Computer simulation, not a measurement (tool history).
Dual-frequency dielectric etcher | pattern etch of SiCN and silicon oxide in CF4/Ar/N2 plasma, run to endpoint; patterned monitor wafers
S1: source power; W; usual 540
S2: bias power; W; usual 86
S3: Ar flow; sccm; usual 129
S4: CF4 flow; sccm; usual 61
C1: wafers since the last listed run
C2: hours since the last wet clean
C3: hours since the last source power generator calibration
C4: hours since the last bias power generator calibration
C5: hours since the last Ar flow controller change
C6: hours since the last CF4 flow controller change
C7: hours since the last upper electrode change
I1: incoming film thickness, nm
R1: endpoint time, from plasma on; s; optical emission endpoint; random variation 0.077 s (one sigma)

run,day,S1,S2,S3,S4,C1,C2,C3,C4,C5,C6,C7,I1,R1
1,0,540,86,129,61,0,96.4,1376.1,2517.6,1271.7,4134.2,3658.4,11.39,11.1
2,0.562,540,86,129,51,145,109.9,1389.6,2531.1,1285.2,4147.7,3671.9,11.42,11.7
3,1.938,540,86,115,61,356,142.9,1422.6,2564.1,1318.2,4180.7,3704.9,11.34,10.9
# day 3.1: source power generator calibrated
4,3.196,540,86,129,61,283,173.1,2.3,2594.3,1348.4,4210.9,3735.1,11.37,11.6
# day 6.158: bias power generator calibrated
# day 6.658: upper electrode replaced
5,7.358,540,86,129,61,907,273,102.2,28.8,1448.3,4310.8,16.8,11.4,11.3
6,8.538,540,86,129,54,306,301.3,130.5,57.1,1476.6,4339.1,45.1,11.38,11.7
7,9.175,540,86,129,61,165,316.6,145.8,72.4,1491.9,4354.4,60.4,11.4,11.5
8,10.554,540,97,129,61,357,349.7,178.9,105.5,1525,4387.5,93.5,11.42,11
9,11.262,440,104,129,61,183,366.7,195.9,122.5,1542,4404.5,110.5,11.49,12.4
10,11.825,540,86,129,50,145,380.2,209.4,136,1555.5,4418,124,11.36,12
11,12.433,540,77,155,61,157,394.8,224,150.6,1570.1,4432.6,138.6,11.33,12.1
12,13.033,540,86,129,71,155,409.2,238.4,165,1584.5,4447,153,11.37,11
# day 13.371: Ar flow controller replaced
13,14.042,580,86,129,61,196,433.4,262.6,189.2,16.1,4471.2,177.2,11.41,10.8
14,14.771,540,86,129,61,189,450.9,280.1,206.7,33.6,4488.7,194.7,11.33,11.3
# day 15.875: CF4 flow controller replaced
# day 15.967: wet clean of the chamber
15,15.988,540,86,129,54,227,0.5,309.3,235.9,62.8,2.7,223.9,11.5,11.8
16,16.075,540,86,129,52,22,2.6,311.4,238,64.9,4.8,226,11.37,12
17,16.662,540,86,129,66,152,16.7,325.5,252.1,79,18.9,240.1,11.41,11.1
18,17.171,540,86,129,61,131,28.9,337.7,264.3,91.2,31.1,252.3,11.46,11.5
19,18.454,540,86,129,61,333,59.7,368.5,295.1,122,61.9,283.1,11.4,11.3
20,19.783,540,86,129,73,344,91.6,400.4,327,153.9,93.8,315,11.38,10.9
21,21.067,620,86,141,65,333,122.4,431.2,357.8,184.7,124.6,345.8,11.42,10.3
22,22.542,580,86,129,61,382,157.8,466.6,393.2,220.1,160,381.2,11.4,10.7
23,24,540,86,129,70,378,192.8,501.6,428.2,255.1,195,416.2,11.35,11
24,24.646,450,78,103,61,167,208.3,517.1,443.7,270.6,210.5,431.7,11.4,12.9
25,25.254,670,86,129,61,157,222.9,531.7,458.3,285.2,225.1,446.3,11.45,9.7

3 ways to go on from here, each from the tool as it stands after run 25. What would each give?
A,25.271,540,86,147,61,4,223.3,532.1,458.7,285.6,225.5,446.7,11.4,?
B,25.271,540,92,114,61,4,223.3,532.1,458.7,285.6,225.5,446.7,11.4,?
C,25.271,540,86,129,47,4,223.3,532.1,458.7,285.6,225.5,446.7,11.4,?

run,R1
A,11.5
B,10.8
C,12.1
Without the tool's hidden state the same runs would have given:
run,R1
A,11.7
B,11
C,12.3
